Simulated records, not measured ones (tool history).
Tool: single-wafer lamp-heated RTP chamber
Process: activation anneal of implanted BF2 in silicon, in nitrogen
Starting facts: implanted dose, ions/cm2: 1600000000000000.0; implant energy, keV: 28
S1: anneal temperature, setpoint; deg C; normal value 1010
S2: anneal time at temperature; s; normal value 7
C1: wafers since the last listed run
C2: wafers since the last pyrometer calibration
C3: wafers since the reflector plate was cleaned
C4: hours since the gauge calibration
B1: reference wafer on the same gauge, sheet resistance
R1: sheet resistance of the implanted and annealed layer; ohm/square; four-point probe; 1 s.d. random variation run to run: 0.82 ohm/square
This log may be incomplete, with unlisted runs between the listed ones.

run	day	S1	S2	C1	C2	C3	C4	B1	R1
1	0.000	1010	7	0	5569	8257	159.7	137.76	158.14
2	0.946	1010	7	364	5933	8621	182.4	137.94	157.89
3	1.846	1010	7	346	6280	8968	204.0	138.20	156.51
4	3.042	1010	7	460	6740	9428	232.7	138.19	156.98
5	4.171	999	7	434	7175	9863	259.8	138.04	166.79
# day 4.512: reflector plate cleaned
6	5.188	999	7	263	7439	259	284.2	138.10	166.87
# day 5.733: pyrometer window cleaned and pyrometer calibrated
7	6.367	999	7	325	243	585	312.5	138.06	178.22
8	7.225	1000	4	330	573	916	333.1	138.12	182.99

Estimate the outcome of run 9 from the log above:
9	7.996	1032	10	296	870	1213	351.6	?	?

B1: 137.99
R1: 138.99 ohm/square
Minus the tool's unlogged condition, the same run would have read R1 142.68 ohm/square.

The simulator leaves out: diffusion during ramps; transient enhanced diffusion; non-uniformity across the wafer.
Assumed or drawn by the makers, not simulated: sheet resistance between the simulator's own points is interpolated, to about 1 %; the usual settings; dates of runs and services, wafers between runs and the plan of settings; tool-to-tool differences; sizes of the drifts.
